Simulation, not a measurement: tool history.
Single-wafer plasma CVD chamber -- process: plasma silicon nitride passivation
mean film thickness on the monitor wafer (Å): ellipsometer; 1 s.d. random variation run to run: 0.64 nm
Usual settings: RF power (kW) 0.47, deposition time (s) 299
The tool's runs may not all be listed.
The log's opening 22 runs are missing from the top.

run   hour  RF power (kW)  deposition time (s)  read-back reference wafer on the same gauge, thickness_nm  mean film thickness on the monitor wafer (Å)
 23  305.2           0.47                  299                                                    388.009                                       4284.98
     307.3  -- gauge calibrated
     315.1  -- showerhead replaced
 24  315.6          0.515                  325                                                    387.744                                       4742.07
 25    328          0.405                  341                                                    388.067                                       4716.06
 26  334.2           0.47                  280                                                     388.16                                       4006.83
 27  349.9           0.47                  341                                                    388.383                                       4867.85
 28  366.4           0.43                  252                                                    388.236                                        3525.9
 29  373.9           0.42                  347                                                     388.07                                       4833.06
 30  386.3          0.495                  299                                                    387.626                                       4330.48
 31  397.6          0.415                  316                                                    387.962                                       4392.35
 32  406.8          0.415                  299                                                    387.952                                       4171.25

3 options for the next run, each taken on its own from the tool as it stands now. Forecast them:
  A  407.3           0.47                  249                                                          ?                                             ?
  B  407.3          0.425                  344                                                          ?                                             ?
  C  407.3           0.53                  258                                                          ?                                             ?

run  read-back reference wafer on the same gauge, thickness_nm  mean film thickness on the monitor wafer (Å)
  A                                                    387.878                                       3563.03
  B                                                    387.878                                       4817.35
  C                                                    387.878                                       3791.13
Without the tool's unlogged condition, the same runs would have read:
run  mean film thickness on the monitor wafer (Å)
  A                                       3563.03
  B                                       4817.35
  C                                       3791.13

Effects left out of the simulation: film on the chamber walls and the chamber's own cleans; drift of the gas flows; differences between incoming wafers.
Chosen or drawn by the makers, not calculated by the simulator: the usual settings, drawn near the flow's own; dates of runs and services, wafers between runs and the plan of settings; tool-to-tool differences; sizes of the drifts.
